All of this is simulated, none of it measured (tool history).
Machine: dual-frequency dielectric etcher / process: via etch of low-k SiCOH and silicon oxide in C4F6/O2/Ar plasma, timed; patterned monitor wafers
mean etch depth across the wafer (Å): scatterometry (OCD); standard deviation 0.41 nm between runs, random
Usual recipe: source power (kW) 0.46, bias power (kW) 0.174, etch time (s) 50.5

| run | hour | source power (kW) | bias power (kW) | etch time (s) | wafers since the last listed run | hours since the last wet clean | hours since the last source power generator calibration | hours since the last bias power generator calibration | hours since the last upper electrode change | hours since the gauge calibration | read-back reference wafer on the same gauge, depth_nm | mean etch depth across the wafer (Å) |
|---|---|---|---|---|---|---|---|---|---|---|---|---|
| 1 | 0 | 0.46 | 0.174 | 54 | 0 | 19.2 | 3490.2 | 1243.2 | 1866.8 | 343.8 | 96 | 1223 |
| 2 | 17.9 | 0.46 | 0.174 | 54 | 298 | 37.1 | 3508.1 | 1261.1 | 1884.7 | 361.7 | 96 | 1223 |
| 3 | 35 | 0.41 | 0.174 | 50.5 | 285 | 54.2 | 3525.2 | 1278.2 | 1901.8 | 378.8 | 96 | 1101 |
| 4 | 55.4 | 0.41 | 0.174 | 50.5 | 340 | 74.6 | 3545.6 | 1298.6 | 1922.2 | 399.2 | 96.1 | 1105 |
| 5 | 73.6 | 0.46 | 0.174 | 50.5 | 303 | 92.8 | 3563.8 | 1316.8 | 1940.4 | 417.4 | 96 | 1147 |
| 6 | 102.3 | 0.46 | 0.14 | 50.5 | 478 | 121.5 | 3592.5 | 1345.5 | 1969.1 | 446.1 | 95.9 | 1033 |
| 7 | 128.7 | 0.46 | 0.14 | 50.5 | 440 | 147.9 | 3618.9 | 1371.9 | 1995.5 | 472.5 | 96 | 1035 |
| 8 | 158.1 | 0.46 | 0.14 | 50.5 | 490 | 177.3 | 3648.3 | 1401.3 | 2024.9 | 501.9 | 96 | 1029 |
| 9 | 176.8 | 0.4 | 0.174 | 50.5 | 311 | 196 | 3667 | 1420 | 2043.6 | 520.6 | 96 | 1081 |
| 10 | 193.5 | 0.46 | 0.174 | 50.5 | 278 | 212.7 | 3683.7 | 1436.7 | 2060.3 | 537.3 | 96 | 1143 |
| 11 | 216.1 | 0.46 | 0.174 | 50.5 | 377 | 235.3 | 3706.3 | 1459.3 | 2082.9 | 559.9 | 96 | 1137 |
| 12 | 235.5 | 0.46 | 0.174 | 50.5 | 323 | 254.7 | 3725.7 | 1478.7 | 2102.3 | 579.3 | 96 | 1137 |
| 13 | 283.7 | 0.46 | 0.174 | 50.5 | 804 | 302.9 | 3773.9 | 1526.9 | 2150.5 | 627.5 | 96 | 1132 |
| 14 | 315.5 | 0.46 | 0.174 | 50.5 | 530 | 334.7 | 3805.7 | 1558.7 | 2182.3 | 659.3 | 96 | 1137 |
| 15 | 346.9 | 0.38 | 0.186 | 59.5 | 523 | 366.1 | 3837.1 | 1590.1 | 2213.7 | 690.7 | 96.1 | 1286 |
|  | 380.2 | wet clean of the chamber |
|  | 387.2 | upper electrode replaced |
| 16 | 387.7 | 0.41 | 0.141 | 45 | 163 | 7.5 | 3877.9 | 1630.9 | 0.5 | 731.5 | 95.8 | 867 |
| 17 | 408.2 | 0.46 | 0.174 | 50.5 | 342 | 28 | 3898.4 | 1651.4 | 21 | 752 | 96 | 1117 |
| 18 | 425.6 | 0.46 | 0.174 | 50.5 | 290 | 45.4 | 3915.8 | 1668.8 | 38.4 | 769.4 | 96.1 | 1104 |
| 19 | 444 | 0.46 | 0.214 | 59.5 | 306 | 63.8 | 3934.2 | 1687.2 | 56.8 | 787.8 | 95.9 | 1430 |
|  | 457.7 | bias power generator calibrated |
| 20 | 460.5 | 0.54 | 0.174 | 50.5 | 208 | 80.3 | 3950.7 | 2.8 | 73.3 | 804.3 | 96.2 | 1174 |
|  | 479.8 | gauge calibrated |
|  | 492.1 | wet clean of the chamber, repeated, since the last time left the tool worse |
|  | 518 | source power generator calibrated |
| 21 | 562.8 | 0.34 | 0.174 | 50.5 | 1239 | 70.7 | 44.8 | 105.1 | 175.6 | 83 | 96 | 1035 |
| 22 | 579.2 | 0.46 | 0.174 | 35.5 | 273 | 87.1 | 61.2 | 121.5 | 192 | 99.4 | 95.9 | 807 |

Expected results for the next run?
| 23 | 600 | 0.46 | 0.141 | 35.5 | 347 | 107.9 | 82 | 142.3 | 212.8 | 120.2 | ? | ? |

read-back reference wafer on the same gauge, depth_nm: 96
mean etch depth across the wafer (Å): 733
With the hidden condition absent and the run-to-run variation left alone, this run would have shown mean etch depth across the wafer (Å) 737.

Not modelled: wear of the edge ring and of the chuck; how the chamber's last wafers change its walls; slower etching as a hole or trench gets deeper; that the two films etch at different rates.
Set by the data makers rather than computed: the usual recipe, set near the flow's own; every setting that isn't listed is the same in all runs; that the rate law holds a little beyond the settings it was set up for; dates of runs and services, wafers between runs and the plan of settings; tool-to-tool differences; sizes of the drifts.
